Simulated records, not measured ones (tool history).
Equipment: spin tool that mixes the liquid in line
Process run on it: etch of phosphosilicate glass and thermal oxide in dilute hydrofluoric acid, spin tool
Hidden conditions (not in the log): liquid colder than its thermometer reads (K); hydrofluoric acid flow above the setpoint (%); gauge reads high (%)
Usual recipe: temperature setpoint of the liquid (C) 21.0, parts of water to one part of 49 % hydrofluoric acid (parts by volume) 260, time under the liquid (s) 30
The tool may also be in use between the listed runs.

| run | hour | temperature setpoint of the liquid (C) | parts of water to one part of 49 % hydrofluoric acid (parts by volume) | time under the liquid (s) | wafers since the last listed run | hours since the thermometer was replaced | hours since the hydrofluoric acid flow meter was replaced | hours since the gauge calibration | read-back film thickness of the phosphosilicate glass reference wafer, read on the same gauge (nm) | read-back film thickness of the thermal oxide reference wafer, read on the same gauge (nm) | thickness taken off the phosphosilicate glass on a monitor wafer (nm) | thickness taken off the thermal oxide on a monitor wafer (nm) |
|---|---|---|---|---|---|---|---|---|---|---|---|---|
| 1 | 0.0 | 22.5 | 325 | 30 | 0 | 1418.2 | 1266.9 | 191.0 | 60.00 | 120.000 | 6.80 | 0.326 |
| 2 | 69.6 | 22.5 | 325 | 30 | 1033 | 1487.8 | 1336.5 | 260.6 | 60.02 | 120.031 | 6.78 | 0.405 |
| 3 | 116.0 | 21.0 | 260 | 30 | 689 | 1534.2 | 1382.9 | 307.0 | 59.99 | 120.004 | 8.49 | 0.479 |
| 4 | 160.7 | 21.0 | 260 | 30 | 663 | 1578.9 | 1427.6 | 351.7 | 60.02 | 120.002 | 8.58 | 0.460 |
| 5 | 203.1 | 21.0 | 260 | 30 | 629 | 1621.3 | 1470.0 | 394.1 | 60.00 | 120.006 | 8.51 | 0.486 |
| 6 | 264.3 | 21.0 | 260 | 30 | 909 | 1682.5 | 1531.2 | 455.3 | 59.98 | 119.986 | 8.64 | 0.424 |
| 7 | 332.4 | 21.0 | 260 | 30 | 1011 | 1750.6 | 1599.3 | 523.4 | 60.01 | 120.009 | 8.62 | 0.452 |
| 8 | 385.2 | 19.0 | 260 | 30 | 784 | 1803.4 | 1652.1 | 576.2 | 60.00 | 120.006 | 8.05 | 0.418 |
| 9 | 413.8 | 17.0 | 260 | 50 | 424 | 1832.0 | 1680.7 | 604.8 | 60.00 | 120.011 | 12.44 | 0.649 |
| 10 | 573.0 | 21.0 | 260 | 30 | 2364 | 1991.2 | 1839.9 | 764.0 | 60.01 | 119.989 | 8.71 | 0.492 |
|  | 596.8 | thermometer replaced |
| 11 | 620.0 | 22.5 | 325 | 30 | 683 | 23.2 | 1886.9 | 811.0 | 59.99 | 119.997 | 6.98 | 0.344 |
|  | 626.1 | hydrofluoric acid flow meter replaced |
| 12 | 650.8 | 21.0 | 260 | 45 | 442 | 54.0 | 24.7 | 841.8 | 60.00 | 119.963 | 12.12 | 0.695 |
| 13 | 676.4 | 19.5 | 310 | 40 | 380 | 79.6 | 50.3 | 867.4 | 59.99 | 120.031 | 8.21 | 0.422 |
|  | 704.1 | gauge calibrated |
| 14 | 735.6 | 23.0 | 315 | 25 | 879 | 138.8 | 109.5 | 31.5 | 60.02 | 119.982 | 5.72 | 0.354 |

Expected results for the next run?
| 15 | 782.8 | 21.0 | 260 | 35 | 701 | 186.0 | 156.7 | 78.7 | ? | ? | ? | ? |

read-back film thickness of the phosphosilicate glass reference wafer, read on the same gauge (nm): 60.01
read-back film thickness of the thermal oxide reference wafer, read on the same gauge (nm): 119.975
thickness taken off the phosphosilicate glass on a monitor wafer (nm): 9.49
thickness taken off the thermal oxide on a monitor wafer (nm): 0.495
With no hidden state in the tool, this same run would have given thickness taken off the phosphosilicate glass on a monitor wafer (nm) 9.30, thickness taken off the thermal oxide on a monitor wafer (nm) 0.485.

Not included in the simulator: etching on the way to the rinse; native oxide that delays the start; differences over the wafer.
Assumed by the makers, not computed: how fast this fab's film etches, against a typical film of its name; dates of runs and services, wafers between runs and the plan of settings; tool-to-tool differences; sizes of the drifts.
